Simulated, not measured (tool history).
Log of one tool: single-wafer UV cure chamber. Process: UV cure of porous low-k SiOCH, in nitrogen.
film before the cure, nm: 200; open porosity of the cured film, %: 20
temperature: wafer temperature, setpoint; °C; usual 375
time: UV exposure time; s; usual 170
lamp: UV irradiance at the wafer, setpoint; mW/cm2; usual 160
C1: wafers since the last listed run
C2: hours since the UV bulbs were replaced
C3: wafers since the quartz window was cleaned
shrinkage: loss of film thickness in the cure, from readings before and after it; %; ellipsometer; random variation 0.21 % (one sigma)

{"run": 1, "hour": 0.0, "temperature": 375, "time": 170, "lamp": 160, "C1": 0, "C2": 1720.4, "C3": 2113, "shrinkage": 13.642}
{"run": 2, "hour": 58.4, "temperature": 375, "time": 170, "lamp": 160, "C1": 415, "C2": 1778.8, "C3": 2529, "shrinkage": 13.532}
{"run": 3, "hour": 220.9, "temperature": 375, "time": 170, "lamp": 160, "C1": 1157, "C2": 1941.3, "C3": 3686, "shrinkage": 13.314}
{"run": 4, "hour": 276.3, "temperature": 375, "time": 170, "lamp": 160, "C1": 394, "C2": 1996.7, "C3": 4081, "shrinkage": 13.462}
{"run": 5, "hour": 317.0, "temperature": 375, "time": 170, "lamp": 160, "C1": 289, "C2": 2037.4, "C3": 4370, "shrinkage": 13.007}
{"run": 6, "hour": 364.8, "temperature": 375, "time": 170, "lamp": 160, "C1": 340, "C2": 2085.2, "C3": 4711, "shrinkage": 12.897}
{"run": 7, "hour": 409.6, "temperature": 375, "time": 170, "lamp": 160, "C1": 318, "C2": 2130.0, "C3": 5030, "shrinkage": 12.958}
{"hour": 420.3, "done": "quartz window cleaned"}
{"run": 8, "hour": 484.7, "temperature": 375, "time": 170, "lamp": 160, "C1": 477, "C2": 2205.1, "C3": 458, "shrinkage": 14.019}
{"hour": 522.4, "done": "UV bulbs replaced"}
{"run": 9, "hour": 582.9, "temperature": 375, "time": 170, "lamp": 160, "C1": 642, "C2": 60.5, "C3": 1100, "shrinkage": 15.389}
{"run": 10, "hour": 643.7, "temperature": 370, "time": 170, "lamp": 160, "C1": 432, "C2": 121.3, "C3": 1533, "shrinkage": 14.74}
{"run": 11, "hour": 689.3, "temperature": 370, "time": 170, "lamp": 160, "C1": 324, "C2": 166.9, "C3": 1858, "shrinkage": 14.906}
{"run": 12, "hour": 727.4, "temperature": 375, "time": 170, "lamp": 160, "C1": 271, "C2": 205.0, "C3": 2129, "shrinkage": 14.808}
{"run": 13, "hour": 806.9, "temperature": 375, "time": 170, "lamp": 160, "C1": 566, "C2": 284.5, "C3": 2695, "shrinkage": 14.356}
{"run": 14, "hour": 891.0, "temperature": 375, "time": 170, "lamp": 160, "C1": 598, "C2": 368.6, "C3": 3294, "shrinkage": 14.235}
{"run": 15, "hour": 957.2, "temperature": 361, "time": 110, "lamp": 160, "C1": 471, "C2": 434.8, "C3": 3766, "shrinkage": 11.4}
{"run": 16, "hour": 1040.2, "temperature": 375, "time": 170, "lamp": 151, "C1": 590, "C2": 517.8, "C3": 4357, "shrinkage": 13.621}
{"run": 17, "hour": 1103.6, "temperature": 375, "time": 170, "lamp": 151, "C1": 451, "C2": 581.2, "C3": 4808, "shrinkage": 13.104}
{"hour": 1158.7, "done": "quartz window cleaned"}
{"run": 18, "hour": 1161.7, "temperature": 375, "time": 170, "lamp": 151, "C1": 356, "C2": 639.3, "C3": 21, "shrinkage": 14.121}
{"run": 19, "hour": 1254.9, "temperature": 375, "time": 170, "lamp": 160, "C1": 663, "C2": 732.5, "C3": 684, "shrinkage": 14.922}
{"run": 20, "hour": 1304.1, "temperature": 375, "time": 225, "lamp": 186, "C1": 350, "C2": 781.7, "C3": 1035, "shrinkage": 16.954}
{"run": 21, "hour": 1348.0, "temperature": 366, "time": 170, "lamp": 160, "C1": 312, "C2": 825.6, "C3": 1347, "shrinkage": 14.431}
{"run": 22, "hour": 1439.6, "temperature": 366, "time": 170, "lamp": 160, "C1": 652, "C2": 917.2, "C3": 1999, "shrinkage": 13.975}
{"run": 23, "hour": 1520.1, "temperature": 375, "time": 170, "lamp": 160, "C1": 573, "C2": 997.7, "C3": 2573, "shrinkage": 13.989}
{"run": 24, "hour": 1572.4, "temperature": 359, "time": 75, "lamp": 140, "C1": 372, "C2": 1050.0, "C3": 2945, "shrinkage": 8.593}
{"run": 25, "hour": 1629.7, "temperature": 375, "time": 170, "lamp": 160, "C1": 407, "C2": 1107.3, "C3": 3353, "shrinkage": 13.72}
{"run": 26, "hour": 1681.5, "temperature": 386, "time": 200, "lamp": 183, "C1": 368, "C2": 1159.1, "C3": 3722, "shrinkage": 15.446}
{"run": 27, "hour": 1726.6, "temperature": 384, "time": 240, "lamp": 144, "C1": 321, "C2": 1204.2, "C3": 4043, "shrinkage": 15.037}
{"hour": 1751.4, "done": "quartz window cleaned"}
{"run": 28, "hour": 2041.9, "temperature": 375, "time": 170, "lamp": 160, "C1": 2188, "C2": 1519.5, "C3": 2068, "shrinkage": 14.055}
{"run": 29, "hour": 2123.8, "temperature": 386, "time": 200, "lamp": 183, "C1": 583, "C2": 1601.4, "C3": 2651, "shrinkage": 15.801}
{"run": 30, "hour": 2172.8, "temperature": 392, "time": 70, "lamp": 144, "C1": 348, "C2": 1650.4, "C3": 3000, "shrinkage": 8.433}
{"run": 31, "hour": 2306.6, "temperature": 375, "time": 200, "lamp": 173, "C1": 952, "C2": 1784.2, "C3": 3953, "shrinkage": 14.554}

The next listed run, before its measurement:
{"run": 32, "hour": 2386.8, "temperature": 392, "time": 140, "lamp": 160, "C1": 571, "C2": 1864.4, "C3": 4524, "shrinkage": "?"}

Run 32 gave shrinkage 12.254 %.
Without the tool's hidden state the same run would have given shrinkage 14.937 %.

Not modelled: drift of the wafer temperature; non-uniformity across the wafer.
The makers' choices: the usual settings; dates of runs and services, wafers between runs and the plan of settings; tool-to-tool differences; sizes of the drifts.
